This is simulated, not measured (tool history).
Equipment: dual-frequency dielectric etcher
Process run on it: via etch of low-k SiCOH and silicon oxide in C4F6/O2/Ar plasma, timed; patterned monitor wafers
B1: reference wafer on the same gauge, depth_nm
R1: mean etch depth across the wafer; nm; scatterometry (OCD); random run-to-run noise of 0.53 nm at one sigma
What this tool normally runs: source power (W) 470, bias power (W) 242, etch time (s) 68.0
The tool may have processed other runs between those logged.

run 1 hour=0.0 | source_power_(W)=470 bias_power_(W)=242 etch_time_(s)=68.0 | B1=228.8 | R1=229.6
run 2 hour=26.8 | source_power_(W)=470 bias_power_(W)=242 etch_time_(s)=68.0 | B1=229.1 | R1=229.5
run 3 hour=37.8 | source_power_(W)=470 bias_power_(W)=242 etch_time_(s)=68.0 | B1=229.1 | R1=231.0
run 4 hour=55.6 | source_power_(W)=550 bias_power_(W)=242 etch_time_(s)=68.0 | B1=228.8 | R1=247.1
-- hour=89.7 upper electrode replaced
run 5 hour=90.2 | source_power_(W)=550 bias_power_(W)=242 etch_time_(s)=68.0 | B1=229.0 | R1=247.8
run 6 hour=90.5 | source_power_(W)=550 bias_power_(W)=242 etch_time_(s)=68.0 | B1=229.0 | R1=248.2
run 7 hour=95.3 | source_power_(W)=470 bias_power_(W)=242 etch_time_(s)=68.0 | B1=228.8 | R1=231.1
run 8 hour=104.5 | source_power_(W)=470 bias_power_(W)=242 etch_time_(s)=68.0 | B1=228.9 | R1=231.8
run 9 hour=112.6 | source_power_(W)=470 bias_power_(W)=242 etch_time_(s)=68.0 | B1=229.0 | R1=230.2
-- hour=121.7 bias power generator calibrated
run 10 hour=125.5 | source_power_(W)=470 bias_power_(W)=201 etch_time_(s)=68.0 | B1=229.0 | R1=216.3
run 11 hour=133.2 | source_power_(W)=470 bias_power_(W)=201 etch_time_(s)=68.0 | B1=229.0 | R1=216.0
run 12 hour=145.7 | source_power_(W)=470 bias_power_(W)=201 etch_time_(s)=68.0 | B1=229.1 | R1=216.9
run 13 hour=162.2 | source_power_(W)=520 bias_power_(W)=284 etch_time_(s)=60.5 | B1=229.0 | R1=229.8
-- hour=169.0 source power generator calibrated
run 14 hour=174.2 | source_power_(W)=470 bias_power_(W)=242 etch_time_(s)=52.5 | B1=229.1 | R1=179.5
run 15 hour=190.3 | source_power_(W)=470 bias_power_(W)=242 etch_time_(s)=68.0 | B1=229.0 | R1=232.3
run 16 hour=196.5 | source_power_(W)=540 bias_power_(W)=264 etch_time_(s)=52.5 | B1=229.1 | R1=197.0
-- hour=227.4 gauge calibrated
-- hour=235.6 wet clean of the chamber
run 17 hour=236.1 | source_power_(W)=470 bias_power_(W)=242 etch_time_(s)=68.0 | B1=228.9 | R1=222.3
run 18 hour=236.9 | source_power_(W)=390 bias_power_(W)=205 etch_time_(s)=78.0 | B1=229.0 | R1=221.3
run 19 hour=256.6 | source_power_(W)=400 bias_power_(W)=242 etch_time_(s)=77.0 | B1=229.0 | R1=235.7
run 20 hour=268.7 | source_power_(W)=470 bias_power_(W)=242 etch_time_(s)=68.0 | B1=229.1 | R1=224.1
run 21 hour=275.4 | source_power_(W)=390 bias_power_(W)=274 etch_time_(s)=57.5 | B1=229.0 | R1=181.3
run 22 hour=287.7 | source_power_(W)=470 bias_power_(W)=242 etch_time_(s)=62.0 | B1=228.9 | R1=204.9
run 23 hour=297.0 | source_power_(W)=470 bias_power_(W)=242 etch_time_(s)=79.0 | B1=229.1 | R1=261.6
run 24 hour=308.5 | source_power_(W)=470 bias_power_(W)=210 etch_time_(s)=68.0 | B1=229.1 | R1=213.4
run 25 hour=315.0 | source_power_(W)=470 bias_power_(W)=242 etch_time_(s)=68.0 | B1=229.0 | R1=224.9
run 26 hour=326.3 | source_power_(W)=470 bias_power_(W)=281 etch_time_(s)=68.0 | B1=228.9 | R1=237.3
run 27 hour=335.4 | source_power_(W)=470 bias_power_(W)=242 etch_time_(s)=51.0 | B1=228.9 | R1=169.6
run 28 hour=345.0 | source_power_(W)=470 bias_power_(W)=292 etch_time_(s)=68.0 | B1=229.2 | R1=241.8
run 29 hour=360.8 | source_power_(W)=470 bias_power_(W)=224 etch_time_(s)=87.5 | B1=228.9 | R1=282.3
run 30 hour=374.0 | source_power_(W)=510 bias_power_(W)=298 etch_time_(s)=68.0 | B1=228.9 | R1=252.1

Per-run results on a tool with no hidden state, each run keeping its own random variation:
The tool's hidden condition here consists of: etch rate over this chamber's usual, %; source power that arrives over what is set, %; bias power that arrives over what is set, %; gauge reads high (%).
run=1 R1=222.9
run=2 R1=222.4
run=3 R1=223.6
run=4 R1=238.9
run=5 R1=239.0
run=6 R1=239.4
run=7 R1=222.7
run=8 R1=223.3
run=9 R1=221.6
run=10 R1=208.0
run=11 R1=207.6
run=12 R1=208.2
run=13 R1=220.3
run=14 R1=172.0
run=15 R1=222.4
run=16 R1=188.5
run=17 R1=221.2
run=18 R1=220.3
run=19 R1=234.2
run=20 R1=222.5
run=21 R1=179.9
run=22 R1=203.1
run=23 R1=259.1
run=24 R1=211.2
run=25 R1=222.5
run=26 R1=234.5
run=27 R1=167.5
run=28 R1=238.7
run=29 R1=278.3
run=30 R1=248.3
